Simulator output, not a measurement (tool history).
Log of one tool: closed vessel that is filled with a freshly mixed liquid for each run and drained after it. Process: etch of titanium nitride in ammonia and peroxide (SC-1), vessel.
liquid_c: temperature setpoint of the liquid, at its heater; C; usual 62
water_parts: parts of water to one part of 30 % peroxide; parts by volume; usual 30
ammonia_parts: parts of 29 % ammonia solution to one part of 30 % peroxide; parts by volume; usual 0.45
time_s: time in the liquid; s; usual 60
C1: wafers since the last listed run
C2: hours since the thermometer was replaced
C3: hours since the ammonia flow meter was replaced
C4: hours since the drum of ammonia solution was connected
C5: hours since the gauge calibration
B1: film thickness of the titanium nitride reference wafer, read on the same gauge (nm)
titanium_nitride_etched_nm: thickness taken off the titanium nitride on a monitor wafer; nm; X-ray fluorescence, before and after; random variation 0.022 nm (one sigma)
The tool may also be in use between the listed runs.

Run 1, hour 0: usual settings but time_s 85 s; C1 0; C2 1168.4; C3 729.3; C4 246.5; C5 1450.1; B1 69.997. Result: titanium_nitride_etched_nm 6.817 nm.
Run 2, hour 28.1: usual settings; C1 3600; C2 1196.5; C3 757.4; C4 274.6; C5 1478.2; B1 69.984. Result: titanium_nitride_etched_nm 4.849 nm.
Run 3, hour 82.7: usual settings; C1 6995; C2 1251.1; C3 812; C4 329.2; C5 1532.8; B1 69.988. Result: titanium_nitride_etched_nm 4.871 nm.
Run 4, hour 132.7: usual settings but water_parts 22 parts by volume, time_s 70 s; C1 6406; C2 1301.1; C3 862; C4 379.2; C5 1582.8; B1 70.008. Result: titanium_nitride_etched_nm 6.727 nm.
Run 5, hour 182.1: usual settings but water_parts 22 parts by volume, time_s 70 s; C1 6329; C2 1350.5; C3 911.4; C4 428.6; C5 1632.2; B1 70.002. Result: titanium_nitride_etched_nm 6.722 nm.
At hour 214.6: thermometer replaced.
Run 6, hour 218.2: usual settings; C1 4497; C2 3.6; C3 947.5; C4 464.7; C5 1668.3; B1 70.008. Result: titanium_nitride_etched_nm 4.726 nm.
Run 7, hour 280.6: usual settings but liquid_c 67 C, water_parts 42.5 parts by volume, ammonia_parts 0.55 parts by volume; C1 7994; C2 66; C3 1009.9; C4 527.1; C5 1730.7; B1 69.985. Result: titanium_nitride_etched_nm 5.519 nm.
At hour 443.8: new drum of ammonia solution connected.
Run 8, hour 457: usual settings but liquid_c 67.5 C, water_parts 17.5 parts by volume, ammonia_parts 0.4 parts by volume, time_s 75 s; C1 22473; C2 242.4; C3 1186.3; C4 13.2; C5 1907.1; B1 70. Result: titanium_nitride_etched_nm 11.079 nm.
Run 9, hour 481.3: usual settings but liquid_c 58.5 C, water_parts 43.5 parts by volume, ammonia_parts 0.55 parts by volume, time_s 50 s; C1 3113; C2 266.7; C3 1210.6; C4 37.5; C5 1931.4; B1 70.002. Result: titanium_nitride_etched_nm 2.601 nm.
At hour 520.3: gauge calibrated.
Run 10, hour 553.3: usual settings but liquid_c 55.5 C, water_parts 26 parts by volume, ammonia_parts 0.35 parts by volume; C1 9224; C2 338.7; C3 1282.6; C4 109.5; C5 33; B1 70.008. Result: titanium_nitride_etched_nm 3.153 nm.
Run 11, hour 585.1: usual settings but liquid_c 70 C; C1 4074; C2 370.5; C3 1314.4; C4 141.3; C5 64.8; B1 70.015. Result: titanium_nitride_etched_nm 7.71 nm.
At hour 618.1: ammonia flow meter replaced.
At hour 636.2: thermometer replaced, repeated, since the last time left the tool worse.
Run 12, hour 654.1: usual settings but water_parts 24.5 parts by volume; C1 8584; C2 17.9; C3 36; C4 210.3; C5 133.8; B1 69.993. Result: titanium_nitride_etched_nm 5.544 nm.
Run 13, hour 690.7: usual settings but liquid_c 67.5 C, water_parts 17.5 parts by volume, ammonia_parts 0.4 parts by volume, time_s 75 s; C1 4689; C2 54.5; C3 72.6; C4 246.9; C5 170.4; B1 70.013. Result: titanium_nitride_etched_nm 11.813 nm.
Run 14, hour 724.6: usual settings but liquid_c 65.5 C; C1 4343; C2 88.4; C3 106.5; C4 280.8; C5 204.3; B1 70.002. Result: titanium_nitride_etched_nm 6.208 nm.
Run 15, hour 764.6: usual settings but liquid_c 66.5 C, water_parts 43 parts by volume, time_s 90 s; C1 5124; C2 128.4; C3 146.5; C4 320.8; C5 244.3; B1 69.994. Result: titanium_nitride_etched_nm 7.996 nm.
Run 16, hour 888.9: usual settings but liquid_c 70 C, ammonia_parts 0.3 parts by volume; C1 15925; C2 252.7; C3 270.8; C4 445.1; C5 368.6; B1 69.986. Result: titanium_nitride_etched_nm 7.588 nm.
Run 17, hour 953.5: usual settings but liquid_c 57 C; C1 8276; C2 317.3; C3 335.4; C4 509.7; C5 433.2; B1 69.99. Result: titanium_nitride_etched_nm 3.547 nm.
Run 18, hour 985.5: usual settings but liquid_c 67.5 C, water_parts 17.5 parts by volume, ammonia_parts 0.4 parts by volume, time_s 75 s; C1 4099; C2 349.3; C3 367.4; C4 541.7; C5 465.2; B1 69.992. Result: titanium_nitride_etched_nm 11.597 nm.
Run 19, hour 1015.3: usual settings; C1 3818; C2 379.1; C3 397.2; C4 571.5; C5 495; B1 69.985. Result: titanium_nitride_etched_nm 4.941 nm.
Run 20, hour 1054.2: usual settings but water_parts 23 parts by volume, time_s 90 s; C1 4984; C2 418; C3 436.1; C4 610.4; C5 533.9; B1 69.985. Result: titanium_nitride_etched_nm 8.622 nm.
Run 21, hour 1086.2: usual settings but liquid_c 56 C, time_s 35 s; C1 4099; C2 450; C3 468.1; C4 642.4; C5 565.9; B1 69.98. Result: titanium_nitride_etched_nm 1.915 nm.
At hour 1106.5: new drum of ammonia solution connected.
Run 22, hour 1172.2: usual settings; C1 10890; C2 536; C3 554.1; C4 65.7; C5 651.9; B1 69.996. Result: titanium_nitride_etched_nm 4.914 nm.
Run 23, hour 1218.1: usual settings but water_parts 41 parts by volume, ammonia_parts 0.55 parts by volume, time_s 45 s; C1 5880; C2 581.9; C3 600; C4 111.6; C5 697.8; B1 69.978. Result: titanium_nitride_etched_nm 3.186 nm.
Run 24, hour 1279.5: usual settings but ammonia_parts 0.3 parts by volume, time_s 40 s; C1 7866; C2 643.3; C3 661.4; C4 173; C5 759.2; B1 70.02. Result: titanium_nitride_etched_nm 3.015 nm.
Run 25, hour 1346: usual settings but ammonia_parts 0.5 parts by volume, time_s 80 s; C1 8520; C2 709.8; C3 727.9; C4 239.5; C5 825.7; B1 69.998. Result: titanium_nitride_etched_nm 6.635 nm.
Run 26, hour 1397: usual settings but water_parts 25 parts by volume; C1 6534; C2 760.8; C3 778.9; C4 290.5; C5 876.7; B1 70.002. Result: titanium_nitride_etched_nm 5.43 nm.

Measured less the same run without the tool's hidden state. The same run-to-run variation is in both; the gauge's scatter may not be:
The hidden state here: liquid colder than its thermometer reads (K); ammonia flow below the setpoint (%); ammonia solution weaker than its label (%); gauge reads high (%).
run  titanium_nitride_etched_nm
  1                      -0.197
  2                      -0.143
  3                      -0.151
  4                      -0.217
  5                      -0.222
  6                      -0.272
  7                      -0.315
  8                      -0.675
  9                       -0.17
 10                      -0.216
 11                      -0.488
 12                      -0.022
 13                      -0.052
 14                      -0.032
 15                       -0.05
 16                      -0.066
 17                       -0.04
 18                      -0.132
 19                      -0.061
 20                      -0.112
 21                      -0.027
 22                       -0.08
 23                      -0.055
 24                      -0.056
 25                      -0.135
 26                      -0.117
